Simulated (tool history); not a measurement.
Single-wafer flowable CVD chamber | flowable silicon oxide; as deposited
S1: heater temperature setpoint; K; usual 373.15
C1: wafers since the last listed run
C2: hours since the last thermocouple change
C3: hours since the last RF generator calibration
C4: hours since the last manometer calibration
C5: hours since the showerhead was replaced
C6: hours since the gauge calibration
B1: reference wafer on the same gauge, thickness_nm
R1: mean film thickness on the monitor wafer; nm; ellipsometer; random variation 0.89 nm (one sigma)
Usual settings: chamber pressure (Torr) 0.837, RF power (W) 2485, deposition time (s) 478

run 1 hour=0.0 | S1=362.15 chamber_pressure_(Torr)=0.837 RF_power_(W)=2485 deposition_time_(s)=478 | C1=0 C2=9.3 C3=797.8 C4=942.8 C5=5771.1 C6=537.3 | B1=322.793 | R1=497.674
run 2 hour=17.4 | S1=373.15 chamber_pressure_(Torr)=0.837 RF_power_(W)=2485 deposition_time_(s)=478 | C1=95 C2=26.7 C3=815.2 C4=960.2 C5=5788.5 C6=554.7 | B1=323.045 | R1=342.811
run 3 hour=39.9 | S1=373.15 chamber_pressure_(Torr)=0.837 RF_power_(W)=2485 deposition_time_(s)=478 | C1=124 C2=49.2 C3=837.7 C4=982.7 C5=5811.0 C6=577.2 | B1=323.118 | R1=345.387
run 4 hour=65.4 | S1=373.15 chamber_pressure_(Torr)=0.724 RF_power_(W)=2745 deposition_time_(s)=478 | C1=140 C2=74.7 C3=863.2 C4=1008.2 C5=5836.5 C6=602.7 | B1=322.860 | R1=300.516
-- hour=89.2 capacitance manometer re-zeroed and calibrated
run 5 hour=89.7 | S1=373.15 chamber_pressure_(Torr)=0.837 RF_power_(W)=2485 deposition_time_(s)=478 | C1=89 C2=99.0 C3=887.5 C4=0.5 C5=5860.8 C6=627.0 | B1=323.163 | R1=344.564
run 6 hour=100.3 | S1=373.15 chamber_pressure_(Torr)=0.882 RF_power_(W)=2485 deposition_time_(s)=478 | C1=58 C2=109.6 C3=898.1 C4=11.1 C5=5871.4 C6=637.6 | B1=323.215 | R1=361.883
run 7 hour=119.6 | S1=373.15 chamber_pressure_(Torr)=0.882 RF_power_(W)=2485 deposition_time_(s)=478 | C1=106 C2=128.9 C3=917.4 C4=30.4 C5=5890.7 C6=656.9 | B1=323.449 | R1=361.349
run 8 hour=150.4 | S1=373.15 chamber_pressure_(Torr)=0.882 RF_power_(W)=2485 deposition_time_(s)=478 | C1=169 C2=159.7 C3=948.2 C4=61.2 C5=5921.5 C6=687.7 | B1=323.094 | R1=361.519
run 9 hour=168.3 | S1=366.15 chamber_pressure_(Torr)=0.837 RF_power_(W)=2485 deposition_time_(s)=478 | C1=98 C2=177.6 C3=966.1 C4=79.1 C5=5939.4 C6=705.6 | B1=322.645 | R1=438.354
run 10 hour=198.8 | S1=373.15 chamber_pressure_(Torr)=0.837 RF_power_(W)=2485 deposition_time_(s)=398 | C1=168 C2=208.1 C3=996.6 C4=109.6 C5=5969.9 C6=736.1 | B1=323.169 | R1=287.048
run 11 hour=211.6 | S1=380.15 chamber_pressure_(Torr)=0.649 RF_power_(W)=2815 deposition_time_(s)=419 | C1=70 C2=220.9 C3=1009.4 C4=122.4 C5=5982.7 C6=748.9 | B1=323.133 | R1=187.320
run 12 hour=242.0 | S1=358.15 chamber_pressure_(Torr)=0.837 RF_power_(W)=2485 deposition_time_(s)=478 | C1=167 C2=251.3 C3=1039.8 C4=152.8 C5=6013.1 C6=779.3 | B1=322.577 | R1=562.950
-- hour=253.9 gauge calibrated
run 13 hour=257.7 | S1=373.15 chamber_pressure_(Torr)=0.837 RF_power_(W)=2485 deposition_time_(s)=478 | C1=86 C2=267.0 C3=1055.5 C4=168.5 C5=6028.8 C6=3.8 | B1=323.226 | R1=343.978
run 14 hour=277.3 | S1=384.15 chamber_pressure_(Torr)=0.837 RF_power_(W)=2485 deposition_time_(s)=478 | C1=108 C2=286.6 C3=1075.1 C4=188.1 C5=6048.4 C6=23.4 | B1=323.041 | R1=236.996
run 15 hour=294.6 | S1=373.15 chamber_pressure_(Torr)=0.645 RF_power_(W)=2485 deposition_time_(s)=400 | C1=95 C2=303.9 C3=1092.4 C4=205.4 C5=6065.7 C6=40.7 | B1=322.855 | R1=224.001
run 16 hour=313.6 | S1=373.15 chamber_pressure_(Torr)=0.700 RF_power_(W)=2485 deposition_time_(s)=478 | C1=104 C2=322.9 C3=1111.4 C4=224.4 C5=6084.7 C6=59.7 | B1=323.259 | R1=289.265
run 17 hour=337.6 | S1=386.15 chamber_pressure_(Torr)=0.837 RF_power_(W)=2485 deposition_time_(s)=478 | C1=132 C2=346.9 C3=1135.4 C4=248.4 C5=6108.7 C6=83.7 | B1=322.853 | R1=220.662
-- hour=366.1 RF generator calibrated
run 18 hour=366.6 | S1=373.15 chamber_pressure_(Torr)=0.837 RF_power_(W)=2820 deposition_time_(s)=478 | C1=115 C2=375.9 C3=0.5 C4=277.4 C5=6137.7 C6=112.7 | B1=323.057 | R1=348.446
run 19 hour=394.7 | S1=373.15 chamber_pressure_(Torr)=0.718 RF_power_(W)=2485 deposition_time_(s)=399 | C1=155 C2=404.0 C3=28.6 C4=305.5 C5=6165.8 C6=140.8 | B1=323.120 | R1=248.120
-- hour=421.6 showerhead replaced
run 20 hour=426.7 | S1=373.15 chamber_pressure_(Torr)=0.837 RF_power_(W)=2485 deposition_time_(s)=478 | C1=132 C2=436.0 C3=60.6 C4=337.5 C5=5.1 C6=172.8 | B1=322.987 | R1=344.081
run 21 hour=456.6 | S1=378.15 chamber_pressure_(Torr)=1.045 RF_power_(W)=2035 deposition_time_(s)=391 | C1=164 C2=465.9 C3=90.5 C4=367.4 C5=35.0 C6=202.7 | B1=322.925 | R1=284.882
run 22 hour=471.8 | S1=367.15 chamber_pressure_(Torr)=0.837 RF_power_(W)=2485 deposition_time_(s)=478 | C1=83 C2=481.1 C3=105.7 C4=382.6 C5=50.2 C6=217.9 | B1=323.333 | R1=422.713
run 23 hour=487.8 | S1=367.15 chamber_pressure_(Torr)=1.005 RF_power_(W)=2025 deposition_time_(s)=412 | C1=88 C2=497.1 C3=121.7 C4=398.6 C5=66.2 C6=233.9 | B1=323.024 | R1=422.632
run 24 hour=522.0 | S1=384.15 chamber_pressure_(Torr)=1.012 RF_power_(W)=2250 deposition_time_(s)=478 | C1=188 C2=531.3 C3=155.9 C4=432.8 C5=100.4 C6=268.1 | B1=322.665 | R1=279.030
run 25 hour=554.1 | S1=373.15 chamber_pressure_(Torr)=0.993 RF_power_(W)=2715 deposition_time_(s)=537 | C1=177 C2=563.4 C3=188.0 C4=464.9 C5=132.5 C6=300.2 | B1=322.894 | R1=457.694
run 26 hour=587.3 | S1=373.15 chamber_pressure_(Torr)=0.837 RF_power_(W)=2835 deposition_time_(s)=478 | C1=183 C2=596.6 C3=221.2 C4=498.1 C5=165.7 C6=333.4 | B1=322.910 | R1=347.214
run 27 hour=635.1 | S1=373.15 chamber_pressure_(Torr)=0.837 RF_power_(W)=2485 deposition_time_(s)=478 | C1=263 C2=644.4 C3=269.0 C4=545.9 C5=213.5 C6=381.2 | B1=322.729 | R1=342.633

The tool's hidden state at each run:
wafer temperature above the value expected at the setpoint (K): 0 in every run
delivered RF power above the setpoint (%): 0 in every run
true pressure above the setpoint (%): 0 in every run
gauge reads high (%): 0 in every run
